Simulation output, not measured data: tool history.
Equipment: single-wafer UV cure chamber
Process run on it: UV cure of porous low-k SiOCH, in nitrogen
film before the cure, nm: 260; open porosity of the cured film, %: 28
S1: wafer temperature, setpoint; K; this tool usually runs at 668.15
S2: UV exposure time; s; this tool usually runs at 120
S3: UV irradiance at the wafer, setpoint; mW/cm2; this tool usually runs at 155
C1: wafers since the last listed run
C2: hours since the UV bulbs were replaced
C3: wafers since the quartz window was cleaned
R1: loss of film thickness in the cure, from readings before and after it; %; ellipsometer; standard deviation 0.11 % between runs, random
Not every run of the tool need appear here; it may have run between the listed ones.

run,hour,S1,S2,S3,C1,C2,C3,R1
1,0,668.15,120,155,0,1671.2,783,10.618
2,24.4,668.15,120,155,329,1695.6,1112,10.407
3,45,681.15,120,155,277,1716.2,1390,10.524
4,64.6,668.15,120,155,264,1735.8,1654,10.067
# hour 86.7: quartz window cleaned
5,87.2,668.15,120,155,196,1758.4,7,11.217
6,171.3,668.15,120,170,1134,1842.5,1141,10.769
# hour 203.3: UV bulbs replaced
7,203.8,668.15,120,170,330,0.5,1472,12.28
# hour 227.8: quartz window cleaned
8,270.9,668.15,120,170,797,67.6,581,13
9,300,656.15,120,155,392,96.7,974,11.897
10,327.8,674.15,120,128,375,124.5,1349,11.069
# hour 338.6: quartz window cleaned
11,357.6,668.15,120,155,294,154.3,256,12.574
12,378.6,685.15,120,155,283,175.3,539,12.539
13,416.6,683.15,60,129,512,213.3,1052,7.853
14,432.1,659.15,180,155,209,228.8,1261,13.626
15,458.2,686.15,155,140,352,254.9,1613,12.49
# hour 481.1: quartz window cleaned
16,481.6,668.15,120,186,207,278.3,7,13.445
17,505.3,668.15,120,155,319,302,326,12.021
18,520.6,661.15,120,155,206,317.3,533,11.996
19,545.6,668.15,120,142,337,342.3,870,11.311
20,580.1,668.15,120,155,465,376.8,1336,11.638
# hour 598.4: quartz window cleaned
21,599.8,677.15,50,120,157,396.5,18,6.818
22,615.6,668.15,90,155,213,412.3,232,10.454
23,639.2,668.15,120,155,318,435.9,550,11.58

3 ways to go on from here, each from the tool as it stands after run 23. What would each give?
A,639.6,668.15,120,155,5,436.3,555,?
B,639.6,650.15,140,155,5,436.3,555,?
C,639.6,660.15,60,192,5,436.3,555,?

run,R1
A,11.629
B,12.042
C,9.115
The same runs, with their run-to-run variation unchanged, on a tool lacking any hidden condition would have given:
run,R1
A,13.26
B,13.686
C,10.683
